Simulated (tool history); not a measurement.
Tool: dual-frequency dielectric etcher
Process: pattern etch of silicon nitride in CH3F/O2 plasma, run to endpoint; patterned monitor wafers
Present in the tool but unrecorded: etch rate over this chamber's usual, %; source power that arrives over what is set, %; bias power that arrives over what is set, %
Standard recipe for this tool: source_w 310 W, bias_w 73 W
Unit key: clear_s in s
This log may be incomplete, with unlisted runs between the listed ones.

run    hour  source_w  bias_w  wafers since the last listed run  hours since the last wet clean  hours since the last source power generator calibration  hours since the last bias power generator calibration  hours since the last upper electrode change  incoming incoming film thickness, nm  clear_s
  1     0.0       310      67                                 0                           229.7                                                   2362.8                                                 3710.7                                       1724.7                                  52.8     71.4
  2   134.6       310      67                              1232                           364.3                                                   2497.4                                                 3845.3                                       1859.3                                  52.7     72.2
  3   172.5       310      64                               346                           402.2                                                   2535.3                                                 3883.2                                       1897.2                                  53.1     74.6
      245.4  -- wet clean of the chamber
  4   245.9       310      64                               452                             0.5                                                   2608.7                                                 3956.6                                       1970.6                                  53.0     72.1
  5   330.1       370      73                               770                            84.7                                                   2692.9                                                 4040.8                                       2054.8                                  52.7     64.4
  6   376.9       370      73                               428                           131.5                                                   2739.7                                                 4087.6                                       2101.6                                  53.1     65.3
  7   432.0       370      73                               504                           186.6                                                   2794.8                                                 4142.7                                       2156.7                                  53.1     65.2
  8   525.6       250      80                               856                           280.2                                                   2888.4                                                 4236.3                                       2250.3                                  53.5     71.8
  9   632.8       250      80                               981                           387.4                                                   2995.6                                                 4343.5                                       2357.5                                  53.1     71.8
 10   694.4       250      80                               563                           449.0                                                   3057.2                                                 4405.1                                       2419.1                                  53.6     72.9
      718.6  -- wet clean of the chamber
 11   759.8       310      73                               378                            41.2                                                   3122.6                                                 4470.5                                       2484.5                                  53.0     68.9
      769.3  -- source power generator calibrated
 12   820.3       310      73                               517                           101.7                                                     51.0                                                 4531.0                                       2545.0                                  52.9     67.7
 13   874.3       250      73                               494                           155.7                                                    105.0                                                 4585.0                                       2599.0                                  53.5     73.5
 14   911.2       250      73                               337                           192.6                                                    141.9                                                 4621.9                                       2635.9                                  53.5     73.7
 15   991.8       250      73                               737                           273.2                                                    222.5                                                 4702.5                                       2716.5                                  53.0     73.3
     1004.7  -- bias power generator calibrated
 16  1063.8       370      60                               622                           345.2                                                    294.5                                                   59.1                                       2788.5                                  53.1     70.8
     1117.4  -- wet clean of the chamber
     1154.5  -- upper electrode replaced
 17  1155.0       310      73                               395                            37.6                                                    385.7                                                  150.3                                          0.5                                  53.2     67.8
 18  1191.2       350      88                               331                            73.8                                                    421.9                                                  186.5                                         36.7                                  53.5     60.4
 19  1243.7       310      73                               480                           126.3                                                    474.4                                                  239.0                                         89.2                                  52.4     67.1
 20  1333.7       340      73                               823                           216.3                                                    564.4                                                  329.0                                        179.2                                  53.1     66.7
 21  1380.0       310      63                               423                           262.6                                                    610.7                                                  375.3                                        225.5                                  52.9     73.5
 22  1450.8       310      73                               648                           333.4                                                    681.5                                                  446.1                                        296.3                                  53.2     68.9
     1526.6  -- wet clean of the chamber
 23  1527.1       330      65                               478                             0.5                                                    757.8                                                  522.4                                        372.6                                  53.3     70.1
 24  1560.5       310      62                               305                            33.9                                                    791.2                                                  555.8                                        406.0                                  53.5     73.1
 25  1649.0       310      64                               810                           122.4                                                    879.7                                                  644.3                                        494.5                                  53.3     72.6
 26  1736.3       380      78                               799                           209.7                                                    967.0                                                  731.6                                        581.8                                  52.9     61.9
 27  1805.1       370      73                               629                           278.5                                                   1035.8                                                  800.4                                        650.6                                  52.4     63.7
     1913.2  -- wet clean of the chamber
 28  1913.7       280      73                               774                             0.5                                                   1144.4                                                  909.0                                        759.2                                  52.8     69.1
 29  1968.1       360      86                               497                            54.9                                                   1198.8                                                  963.4                                        813.6                                  52.7     59.3
 30  2008.9       330      67                               373                            95.7                                                   1239.6                                                 1004.2                                        854.4                                  52.8     68.5

The logged runs with the hidden state left out (each run's random variation unchanged):
run  clear_s
  1     69.4
  2     69.5
  3     71.6
  4     71.1
  5     63.1
  6     63.8
  7     63.5
  8     69.4
  9     68.9
 10     69.6
 11     67.2
 12     67.1
 13     72.6
 14     72.6
 15     71.9
 16     69.1
 17     67.4
 18     60.0
 19     66.4
 20     65.6
 21     72.1
 22     67.3
 23     70.0
 24     72.8
 25     72.0
 26     61.1
 27     62.5
 28     68.9
 29     59.0
 30     67.9

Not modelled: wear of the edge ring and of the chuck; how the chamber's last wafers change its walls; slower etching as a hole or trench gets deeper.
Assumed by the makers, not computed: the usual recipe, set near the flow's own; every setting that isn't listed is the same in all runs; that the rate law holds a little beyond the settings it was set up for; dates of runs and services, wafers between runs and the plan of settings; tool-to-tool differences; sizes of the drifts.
